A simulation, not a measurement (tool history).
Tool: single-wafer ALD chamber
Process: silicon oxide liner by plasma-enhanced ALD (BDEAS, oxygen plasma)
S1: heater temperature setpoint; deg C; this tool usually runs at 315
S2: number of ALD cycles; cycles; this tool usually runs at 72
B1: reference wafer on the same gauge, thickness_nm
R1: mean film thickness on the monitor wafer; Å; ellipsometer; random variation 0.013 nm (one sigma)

Run 1, hour 0.0: usual settings; B1 5.782. Result: R1 64.83 Å.
Run 2, hour 13.6: usual settings; B1 5.774. Result: R1 64.40 Å.
Run 3, hour 32.9: usual settings; B1 5.771. Result: R1 64.34 Å.
Run 4, hour 54.2: usual settings but S1 318 deg C, S2 65 cycles; B1 5.767. Result: R1 57.73 Å.
Run 5, hour 67.0: usual settings but S1 318 deg C, S2 65 cycles; B1 5.764. Result: R1 57.89 Å.
Run 6, hour 90.8: usual settings but S1 308 deg C; B1 5.762. Result: R1 65.17 Å.
Run 7, hour 113.9: usual settings but S1 308 deg C; B1 5.756. Result: R1 64.88 Å.
Run 8, hour 128.5: usual settings but S1 325 deg C; B1 5.754. Result: R1 63.34 Å.
Run 9, hour 156.6: usual settings but S1 325 deg C; B1 5.743. Result: R1 63.14 Å.
At hour 170.6: gauge calibrated.
Run 10, hour 181.7: usual settings but S1 325 deg C; B1 5.838. Result: R1 63.87 Å.
Run 11, hour 217.1: usual settings; B1 5.825. Result: R1 65.12 Å.
Run 12, hour 240.4: usual settings; B1 5.826. Result: R1 65.08 Å.
Run 13, hour 260.3: usual settings; B1 5.816. Result: R1 64.87 Å.
Run 14, hour 287.9: usual settings but S2 79 cycles; B1 5.811. Result: R1 71.10 Å.
Run 15, hour 316.5: usual settings but S2 79 cycles; B1 5.802. Result: R1 71.18 Å.
Run 16, hour 332.0: usual settings; B1 5.802. Result: R1 64.77 Å.
Run 17, hour 350.1: usual settings; B1 5.793. Result: R1 64.66 Å.
Run 18, hour 372.1: usual settings but S1 320 deg C, S2 64 cycles; B1 5.793. Result: R1 56.97 Å.
Run 19, hour 395.4: usual settings but S1 301 deg C, S2 60 cycles; B1 5.784. Result: R1 55.24 Å.
Run 20, hour 421.8: usual settings but S1 327 deg C, S2 84 cycles; B1 5.777. Result: R1 73.70 Å.
At hour 436.9: thermocouple changed; heater temperature recalibrated.
Run 21, hour 439.0: usual settings but S1 328 deg C; B1 5.773. Result: R1 63.05 Å.
Run 22, hour 457.4: usual settings but S1 301 deg C, S2 60 cycles; B1 5.773. Result: R1 55.00 Å.
Run 23, hour 476.3: usual settings but S1 308 deg C, S2 79 cycles; B1 5.765. Result: R1 71.34 Å.

Estimate the outcome of run 24 from the log above:
Run 24, hour 507.8: usual settings but S1 321 deg C, S2 59 cycles; B1 ?. Result: R1 ?.

Run 24 gave B1 5.757, R1 52.05 Å.
With the hidden condition absent and the run-to-run variation left alone, this run would have shown R1 52.78 Å.
